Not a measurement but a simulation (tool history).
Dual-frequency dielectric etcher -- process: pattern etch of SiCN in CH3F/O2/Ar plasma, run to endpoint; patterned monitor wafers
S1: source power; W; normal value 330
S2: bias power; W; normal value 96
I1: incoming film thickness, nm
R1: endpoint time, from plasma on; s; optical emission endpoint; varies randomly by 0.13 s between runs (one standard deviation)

run	hour	S1	S2	I1	R1
1	0.0	290	96	9.85	26.2
2	84.4	290	96	9.89	26.4
3	126.6	290	96	9.83	26.2
4	202.6	310	96	9.81	25.5
5	332.0	310	96	9.83	25.6
6	369.1	310	96	9.87	25.4
7	457.9	330	96	9.93	25.4
8	558.9	330	96	9.86	25.2
9	627.5	350	96	9.91	25.0
10	827.7	270	96	9.91	27.0
11	893.0	260	108	9.80	25.5
12	991.5	400	117	9.91	21.8
13	1054.9	380	107	9.85	22.9
14	1300.3	330	96	9.97	25.4
15	1369.1	330	96	9.79	24.7
16	1437.5	400	80	9.98	25.9

Put back what was entered between runs (7 entries, withheld): which listed runs does each sit between, and how does the hidden state differ from the listed run before to the listed run after?
Run 3 -> run 4: wet clean of the chamber (hour 177.0)
  nothing in the hidden state changes from one run to the other
Run 7 -> run 8: wet clean of the chamber (hour 511.6)
  nothing in the hidden state changes from one run to the other
Run 9 -> run 10: bias power generator calibrated (hour 660.8); wet clean of the chamber (hour 819.3)
  nothing in the hidden state changes from one run to the other
Run 10 -> run 11: upper electrode replaced (hour 862.7)
  nothing in the hidden state changes from one run to the other
Run 11 -> run 12: source power generator calibrated (hour 946.8)
  nothing in the hidden state changes from one run to the other
Run 13 -> run 14: wet clean of the chamber (hour 1220.4)
  nothing in the hidden state changes from one run to the other
